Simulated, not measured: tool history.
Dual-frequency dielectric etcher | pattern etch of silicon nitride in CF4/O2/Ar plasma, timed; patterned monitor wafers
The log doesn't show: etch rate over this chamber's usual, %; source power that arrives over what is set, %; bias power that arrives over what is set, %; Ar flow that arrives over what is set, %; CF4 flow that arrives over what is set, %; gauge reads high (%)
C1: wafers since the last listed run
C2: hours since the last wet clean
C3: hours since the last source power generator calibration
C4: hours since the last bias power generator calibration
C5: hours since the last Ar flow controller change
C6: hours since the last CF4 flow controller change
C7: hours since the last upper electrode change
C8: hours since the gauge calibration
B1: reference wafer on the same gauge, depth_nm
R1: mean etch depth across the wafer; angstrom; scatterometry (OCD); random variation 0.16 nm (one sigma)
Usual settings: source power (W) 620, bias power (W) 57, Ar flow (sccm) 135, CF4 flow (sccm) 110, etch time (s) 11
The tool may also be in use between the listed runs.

{"run": 1, "hour": 0.0, "source power (W)": 620, "bias power (W)": 51, "Ar flow (sccm)": 135, "CF4 flow (sccm)": 102, "etch time (s)": 11, "C1": 0, "C2": 208.2, "C3": 1808.5, "C4": 2968.1, "C5": 3347, "C6": 4986, "C7": 5186.2, "C8": 156.7, "B1": 22.66, "R1": 249.5}
{"run": 2, "hour": 12.2, "source power (W)": 620, "bias power (W)": 51, "Ar flow (sccm)": 135, "CF4 flow (sccm)": 102, "etch time (s)": 11, "C1": 130, "C2": 220.4, "C3": 1820.7, "C4": 2980.3, "C5": 3359.2, "C6": 4998.2, "C7": 5198.4, "C8": 168.9, "B1": 22.69, "R1": 248.2}
{"run": 3, "hour": 27.0, "source power (W)": 620, "bias power (W)": 57, "Ar flow (sccm)": 155, "CF4 flow (sccm)": 110, "etch time (s)": 11, "C1": 158, "C2": 235.2, "C3": 1835.5, "C4": 2995.1, "C5": 3374, "C6": 5013, "C7": 5213.2, "C8": 183.7, "B1": 22.78, "R1": 253.9}
{"run": 4, "hour": 36.6, "source power (W)": 620, "bias power (W)": 57, "Ar flow (sccm)": 135, "CF4 flow (sccm)": 110, "etch time (s)": 10.5, "C1": 102, "C2": 244.8, "C3": 1845.1, "C4": 3004.7, "C5": 3383.6, "C6": 5022.6, "C7": 5222.8, "C8": 193.3, "B1": 22.78, "R1": 246.4}
{"run": 5, "hour": 59.2, "source power (W)": 620, "bias power (W)": 57, "Ar flow (sccm)": 135, "CF4 flow (sccm)": 110, "etch time (s)": 10.5, "C1": 242, "C2": 267.4, "C3": 1867.7, "C4": 3027.3, "C5": 3406.2, "C6": 5045.2, "C7": 5245.4, "C8": 215.9, "B1": 22.76, "R1": 245.6}
{"run": 6, "hour": 74.2, "source power (W)": 620, "bias power (W)": 57, "Ar flow (sccm)": 135, "CF4 flow (sccm)": 110, "etch time (s)": 11, "C1": 160, "C2": 282.4, "C3": 1882.7, "C4": 3042.3, "C5": 3421.2, "C6": 5060.2, "C7": 5260.4, "C8": 230.9, "B1": 22.75, "R1": 259.2}
{"hour": 99.4, "done": "upper electrode replaced"}
{"hour": 116.4, "done": "gauge calibrated"}
{"hour": 123.7, "done": "wet clean of the chamber"}
{"run": 7, "hour": 124.2, "source power (W)": 620, "bias power (W)": 57, "Ar flow (sccm)": 135, "CF4 flow (sccm)": 110, "etch time (s)": 11, "C1": 21, "C2": 0.5, "C3": 1932.7, "C4": 3092.3, "C5": 3471.2, "C6": 5110.2, "C7": 24.8, "C8": 7.8, "B1": 22.73, "R1": 264.7}
{"run": 8, "hour": 124.5, "source power (W)": 620, "bias power (W)": 57, "Ar flow (sccm)": 135, "CF4 flow (sccm)": 110, "etch time (s)": 11, "C1": 3, "C2": 0.8, "C3": 1933, "C4": 3092.6, "C5": 3471.5, "C6": 5110.5, "C7": 25.1, "C8": 8.1, "B1": 22.74, "R1": 265.3}
{"run": 9, "hour": 127.9, "source power (W)": 620, "bias power (W)": 57, "Ar flow (sccm)": 135, "CF4 flow (sccm)": 110, "etch time (s)": 11, "C1": 36, "C2": 4.2, "C3": 1936.4, "C4": 3096, "C5": 3474.9, "C6": 5113.9, "C7": 28.5, "C8": 11.5, "B1": 22.66, "R1": 267.1}
{"run": 10, "hour": 135.1, "source power (W)": 620, "bias power (W)": 52, "Ar flow (sccm)": 135, "CF4 flow (sccm)": 123, "etch time (s)": 11, "C1": 77, "C2": 11.4, "C3": 1943.6, "C4": 3103.2, "C5": 3482.1, "C6": 5121.1, "C7": 35.7, "C8": 18.7, "B1": 22.74, "R1": 264.7}
{"hour": 151.7, "done": "source power generator calibrated"}
{"hour": 155.1, "done": "Ar flow controller replaced"}
{"run": 11, "hour": 155.6, "source power (W)": 620, "bias power (W)": 57, "Ar flow (sccm)": 164, "CF4 flow (sccm)": 98, "etch time (s)": 11, "C1": 140, "C2": 31.9, "C3": 3.9, "C4": 3123.7, "C5": 0.5, "C6": 5141.6, "C7": 56.2, "C8": 39.2, "B1": 22.7, "R1": 251.9}
{"run": 12, "hour": 164.4, "source power (W)": 620, "bias power (W)": 57, "Ar flow (sccm)": 135, "CF4 flow (sccm)": 110, "etch time (s)": 11, "C1": 94, "C2": 40.7, "C3": 12.7, "C4": 3132.5, "C5": 9.3, "C6": 5150.4, "C7": 65, "C8": 48, "B1": 22.69, "R1": 262.9}
{"run": 13, "hour": 170.6, "source power (W)": 620, "bias power (W)": 57, "Ar flow (sccm)": 101, "CF4 flow (sccm)": 110, "etch time (s)": 13, "C1": 66, "C2": 46.9, "C3": 18.9, "C4": 3138.7, "C5": 15.5, "C6": 5156.6, "C7": 71.2, "C8": 54.2, "B1": 22.7, "R1": 326.7}
{"run": 14, "hour": 187.6, "source power (W)": 620, "bias power (W)": 57, "Ar flow (sccm)": 135, "CF4 flow (sccm)": 110, "etch time (s)": 11, "C1": 182, "C2": 63.9, "C3": 35.9, "C4": 3155.7, "C5": 32.5, "C6": 5173.6, "C7": 88.2, "C8": 71.2, "B1": 22.74, "R1": 266.2}
{"hour": 194.4, "done": "bias power generator calibrated"}
{"hour": 219.3, "done": "CF4 flow controller replaced"}
{"run": 15, "hour": 231.8, "source power (W)": 620, "bias power (W)": 51, "Ar flow (sccm)": 135, "CF4 flow (sccm)": 110, "etch time (s)": 14, "C1": 366, "C2": 108.1, "C3": 80.1, "C4": 37.4, "C5": 76.7, "C6": 12.5, "C7": 132.4, "C8": 115.4, "B1": 22.71, "R1": 325}
{"run": 16, "hour": 246.2, "source power (W)": 620, "bias power (W)": 57, "Ar flow (sccm)": 135, "CF4 flow (sccm)": 95, "etch time (s)": 8, "C1": 154, "C2": 122.5, "C3": 94.5, "C4": 51.8, "C5": 91.1, "C6": 26.9, "C7": 146.8, "C8": 129.8, "B1": 22.67, "R1": 188.7}
{"run": 17, "hour": 262.1, "source power (W)": 620, "bias power (W)": 57, "Ar flow (sccm)": 135, "CF4 flow (sccm)": 110, "etch time (s)": 11, "C1": 170, "C2": 138.4, "C3": 110.4, "C4": 67.7, "C5": 107, "C6": 42.8, "C7": 162.7, "C8": 145.7, "B1": 22.68, "R1": 264.2}
{"run": 18, "hour": 273.6, "source power (W)": 510, "bias power (W)": 50, "Ar flow (sccm)": 157, "CF4 flow (sccm)": 110, "etch time (s)": 8, "C1": 123, "C2": 149.9, "C3": 121.9, "C4": 79.2, "C5": 118.5, "C6": 54.3, "C7": 174.2, "C8": 157.2, "B1": 22.74, "R1": 156.4}
{"run": 19, "hour": 284.5, "source power (W)": 770, "bias power (W)": 57, "Ar flow (sccm)": 135, "CF4 flow (sccm)": 138, "etch time (s)": 12, "C1": 116, "C2": 160.8, "C3": 132.8, "C4": 90.1, "C5": 129.4, "C6": 65.2, "C7": 185.1, "C8": 168.1, "B1": 22.66, "R1": 340.7}
{"run": 20, "hour": 290.6, "source power (W)": 620, "bias power (W)": 57, "Ar flow (sccm)": 135, "CF4 flow (sccm)": 110, "etch time (s)": 11, "C1": 65, "C2": 166.9, "C3": 138.9, "C4": 96.2, "C5": 135.5, "C6": 71.3, "C7": 191.2, "C8": 174.2, "B1": 22.73, "R1": 262.6}

Some steps in R1 between neighbouring runs. How much of each would the tool show without its hidden state too (settings, what came in, random variation), and how much is left for the hidden state, with any gauge scatter that isn't in both results?
Run 6 -> 7: upper electrode replaced, gauge calibrated, wet clean of the chamber. R1 +5.5 angstrom: hidden state +9.7, all else -4.2.
Run 15 -> 16: bias power (W) 51 -> 57, CF4 flow (sccm) 110 -> 95, etch time (s) 14 -> 8. R1 -136.3 angstrom: hidden state +1.8, all else -138.1.
Run 18 -> 19: source power (W) 510 -> 770, bias power (W) 50 -> 57, Ar flow (sccm) 157 -> 135, CF4 flow (sccm) 110 -> 138, etch time (s) 8 -> 12. R1 +184.3 angstrom: hidden state -4.6, all else +188.9.

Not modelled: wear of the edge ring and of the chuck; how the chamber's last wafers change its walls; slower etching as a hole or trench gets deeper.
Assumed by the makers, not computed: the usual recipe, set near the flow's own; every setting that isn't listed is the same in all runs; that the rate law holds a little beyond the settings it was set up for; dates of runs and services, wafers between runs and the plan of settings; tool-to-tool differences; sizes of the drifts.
